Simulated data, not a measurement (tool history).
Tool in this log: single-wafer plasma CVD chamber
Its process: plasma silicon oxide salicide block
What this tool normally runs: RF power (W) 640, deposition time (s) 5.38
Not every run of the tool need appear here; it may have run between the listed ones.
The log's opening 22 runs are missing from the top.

run,day,RF power (W),deposition time (s),wafers since the last listed run,hours since the last RF generator calibration,hours since the showerhead was replaced,hours since the gauge calibration,"read-back reference wafer on the same gauge, thickness_nm",mean film thickness on the monitor wafer (nm)
23,49.529,575,5.69,2502,165.6,6711.8,1982.5,52.926,57.016
# day 50.879: gauge calibrated
24,51.321,640,4.61,1790,208.6,6754.8,10.6,52.875,47.436
25,56.846,735,5.88,5521,341.2,6887.4,143.2,52.897,62.907
# day 58.888: showerhead replaced
26,59.725,700,5.04,2544,410.3,20.1,212.3,52.904,53.134
27,61.021,680,5.03,1294,441.4,51.2,243.4,52.869,52.529
28,62.492,560,6.38,1469,476.7,86.5,278.7,52.932,63.194
29,63.725,640,5.38,1232,506.3,116.1,308.3,52.887,55.076
30,65.896,640,5.38,2169,558.4,168.2,360.4,52.826,54.706
31,68.529,680,5.03,2631,621.6,231.4,423.6,52.888,52.175
32,69.958,605,5.75,1428,655.9,265.7,457.9,53.004,57.774
33,72.462,745,6.1,2502,716,325.8,518,52.999,64.847
34,74.288,640,5.38,1823,759.8,369.6,561.8,52.823,54.604
35,75.629,640,5.38,1340,792,401.8,594,52.869,54.575
36,77.238,690,5.38,1607,830.6,440.4,632.6,52.928,55.648

3 options for the next run, each taken on its own from the tool as it stands now. Forecast them:
A,77.254,640,5.38,16,831,440.8,633,?,?
B,77.254,575,5.89,16,831,440.8,633,?,?
C,77.254,540,4.93,16,831,440.8,633,?,?

run,"read-back reference wafer on the same gauge, thickness_nm",mean film thickness on the monitor wafer (nm)
A,52.84,54.478
B,52.84,57.806
C,52.84,47.507
The same runs, with their run-to-run variation unchanged, on a tool lacking any hidden condition would have given:
run,mean film thickness on the monitor wafer (nm)
A,55.649
B,59.048
C,48.528
